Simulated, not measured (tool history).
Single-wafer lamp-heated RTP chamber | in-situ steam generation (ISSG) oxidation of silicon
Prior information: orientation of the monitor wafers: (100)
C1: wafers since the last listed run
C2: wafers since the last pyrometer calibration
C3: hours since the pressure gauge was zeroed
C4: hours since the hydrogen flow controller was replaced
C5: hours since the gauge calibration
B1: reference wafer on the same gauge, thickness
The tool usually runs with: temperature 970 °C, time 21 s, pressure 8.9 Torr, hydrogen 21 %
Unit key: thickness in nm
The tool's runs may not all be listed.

{"run": 1, "hour": 0.0, "temperature": 970, "time": 21, "pressure": 8.9, "hydrogen": 18, "C1": 0, "C2": 2502, "C3": 4231.4, "C4": 1645.1, "C5": 566.5, "B1": 4.189, "thickness": 4.677}
{"run": 2, "hour": 70.3, "temperature": 970, "time": 21, "pressure": 8.9, "hydrogen": 21, "C1": 727, "C2": 3229, "C3": 4301.7, "C4": 1715.4, "C5": 636.8, "B1": 4.191, "thickness": 4.833}
{"run": 3, "hour": 138.7, "temperature": 970, "time": 21, "pressure": 8.9, "hydrogen": 21, "C1": 708, "C2": 3937, "C3": 4370.1, "C4": 1783.8, "C5": 705.2, "B1": 4.19, "thickness": 4.833}
{"hour": 148.9, "done": "pyrometer window cleaned and pyrometer calibrated"}
{"run": 4, "hour": 209.9, "temperature": 970, "time": 21, "pressure": 8.9, "hydrogen": 21, "C1": 654, "C2": 631, "C3": 4441.3, "C4": 1855.0, "C5": 776.4, "B1": 4.193, "thickness": 4.784}
{"run": 5, "hour": 286.9, "temperature": 970, "time": 21, "pressure": 8.9, "hydrogen": 21, "C1": 797, "C2": 1428, "C3": 4518.3, "C4": 1932.0, "C5": 853.4, "B1": 4.19, "thickness": 4.802}
{"run": 6, "hour": 349.8, "temperature": 970, "time": 21, "pressure": 8.9, "hydrogen": 16, "C1": 651, "C2": 2079, "C3": 4581.2, "C4": 1994.9, "C5": 916.3, "B1": 4.191, "thickness": 4.549}
{"hour": 372.4, "done": "hydrogen flow controller replaced"}
{"run": 7, "hour": 409.7, "temperature": 970, "time": 21, "pressure": 8.9, "hydrogen": 21, "C1": 537, "C2": 2617, "C3": 4641.1, "C4": 37.3, "C5": 976.2, "B1": 4.189, "thickness": 4.798}
{"run": 8, "hour": 446.1, "temperature": 970, "time": 21, "pressure": 8.9, "hydrogen": 21, "C1": 376, "C2": 2994, "C3": 4677.5, "C4": 73.7, "C5": 1012.6, "B1": 4.19, "thickness": 4.777}
{"run": 9, "hour": 505.8, "temperature": 970, "time": 21, "pressure": 8.9, "hydrogen": 21, "C1": 617, "C2": 3612, "C3": 4737.2, "C4": 133.4, "C5": 1072.3, "B1": 4.191, "thickness": 4.795}
{"hour": 540.2, "done": "pyrometer window cleaned and pyrometer calibrated"}
{"run": 10, "hour": 540.7, "temperature": 970, "time": 21, "pressure": 8.9, "hydrogen": 21, "C1": 278, "C2": 5, "C3": 4772.1, "C4": 168.3, "C5": 1107.2, "B1": 4.19, "thickness": 4.723}
{"run": 11, "hour": 557.7, "temperature": 956, "time": 26, "pressure": 8.9, "hydrogen": 21, "C1": 175, "C2": 181, "C3": 4789.1, "C4": 185.3, "C5": 1124.2, "B1": 4.19, "thickness": 4.948}
{"hour": 585.4, "done": "pressure gauge zeroed"}
{"run": 12, "hour": 628.9, "temperature": 956, "time": 26, "pressure": 8.9, "hydrogen": 21, "C1": 654, "C2": 835, "C3": 43.5, "C4": 256.5, "C5": 1195.4, "B1": 4.192, "thickness": 4.981}
{"hour": 657.9, "done": "gauge calibrated"}
{"run": 13, "hour": 661.3, "temperature": 970, "time": 21, "pressure": 8.9, "hydrogen": 21, "C1": 335, "C2": 1171, "C3": 75.9, "C4": 288.9, "C5": 3.4, "B1": 4.191, "thickness": 4.779}
{"run": 14, "hour": 702.2, "temperature": 970, "time": 29, "pressure": 8.9, "hydrogen": 21, "C1": 423, "C2": 1594, "C3": 116.8, "C4": 329.8, "C5": 44.3, "B1": 4.19, "thickness": 5.538}
{"run": 15, "hour": 763.5, "temperature": 970, "time": 21, "pressure": 8.9, "hydrogen": 24, "C1": 634, "C2": 2229, "C3": 178.1, "C4": 391.1, "C5": 105.6, "B1": 4.189, "thickness": 4.935}
{"run": 16, "hour": 826.1, "temperature": 970, "time": 21, "pressure": 8.9, "hydrogen": 21, "C1": 648, "C2": 2877, "C3": 240.7, "C4": 453.7, "C5": 168.2, "B1": 4.189, "thickness": 4.815}
{"run": 17, "hour": 889.9, "temperature": 970, "time": 21, "pressure": 8.9, "hydrogen": 27, "C1": 660, "C2": 3537, "C3": 304.5, "C4": 517.5, "C5": 232.0, "B1": 4.189, "thickness": 5.09}
{"hour": 931.6, "done": "pyrometer window cleaned and pyrometer calibrated"}
{"run": 18, "hour": 945.9, "temperature": 960, "time": 21, "pressure": 8.9, "hydrogen": 25, "C1": 496, "C2": 148, "C3": 360.5, "C4": 573.5, "C5": 288.0, "B1": 4.191, "thickness": 4.75}
{"run": 19, "hour": 974.5, "temperature": 970, "time": 21, "pressure": 8.9, "hydrogen": 21, "C1": 296, "C2": 444, "C3": 389.1, "C4": 602.1, "C5": 316.6, "B1": 4.193, "thickness": 4.743}
{"run": 20, "hour": 1042.2, "temperature": 954, "time": 21, "pressure": 8.0, "hydrogen": 21, "C1": 700, "C2": 1144, "C3": 456.8, "C4": 669.8, "C5": 384.3, "B1": 4.187, "thickness": 4.538}
{"run": 21, "hour": 1069.9, "temperature": 970, "time": 21, "pressure": 8.9, "hydrogen": 21, "C1": 286, "C2": 1431, "C3": 484.5, "C4": 697.5, "C5": 412.0, "B1": 4.189, "thickness": 4.772}
{"run": 22, "hour": 1108.6, "temperature": 970, "time": 21, "pressure": 8.9, "hydrogen": 21, "C1": 400, "C2": 1832, "C3": 523.2, "C4": 736.2, "C5": 450.7, "B1": 4.19, "thickness": 4.783}
{"run": 23, "hour": 1142.8, "temperature": 959, "time": 21, "pressure": 7.5, "hydrogen": 11, "C1": 354, "C2": 2186, "C3": 557.4, "C4": 770.4, "C5": 484.9, "B1": 4.189, "thickness": 4.026}
{"run": 24, "hour": 1188.1, "temperature": 970, "time": 26, "pressure": 8.9, "hydrogen": 21, "C1": 468, "C2": 2655, "C3": 602.7, "C4": 815.7, "C5": 530.2, "B1": 4.189, "thickness": 5.267}
{"run": 25, "hour": 1238.9, "temperature": 970, "time": 13, "pressure": 9.7, "hydrogen": 14, "C1": 525, "C2": 3181, "C3": 653.5, "C4": 866.5, "C5": 581.0, "B1": 4.19, "thickness": 3.538}

Branching from run 25: 5 alternative next runs. What would each branch give?
{"run": "A", "hour": 1239.3, "temperature": 970, "time": 21, "pressure": 9.6, "hydrogen": 21, "C1": 4, "C2": 3185, "C3": 653.9, "C4": 866.9, "C5": 581.4, "B1": "?", "thickness": "?"}
{"run": "B", "hour": 1239.3, "temperature": 970, "time": 21, "pressure": 10.1, "hydrogen": 21, "C1": 4, "C2": 3185, "C3": 653.9, "C4": 866.9, "C5": 581.4, "B1": "?", "thickness": "?"}
{"run": "C", "hour": 1239.3, "temperature": 986, "time": 17, "pressure": 8.3, "hydrogen": 21, "C1": 4, "C2": 3185, "C3": 653.9, "C4": 866.9, "C5": 581.4, "B1": "?", "thickness": "?"}
{"run": "D", "hour": 1239.3, "temperature": 983, "time": 21, "pressure": 7.5, "hydrogen": 21, "C1": 4, "C2": 3185, "C3": 653.9, "C4": 866.9, "C5": 581.4, "B1": "?", "thickness": "?"}
{"run": "E", "hour": 1239.3, "temperature": 979, "time": 13, "pressure": 7.6, "hydrogen": 26, "C1": 4, "C2": 3185, "C3": 653.9, "C4": 866.9, "C5": 581.4, "B1": "?", "thickness": "?"}

run=A B1=4.188 thickness=4.748
run=B B1=4.188 thickness=4.706
run=C B1=4.188 thickness=4.651
run=D B1=4.188 thickness=5.058
run=E B1=4.188 thickness=4.290
Without the tool's unlogged condition, the same runs would have read:
run=A thickness=4.657
run=B thickness=4.615
run=C thickness=4.558
run=D thickness=4.953
run=E thickness=4.215
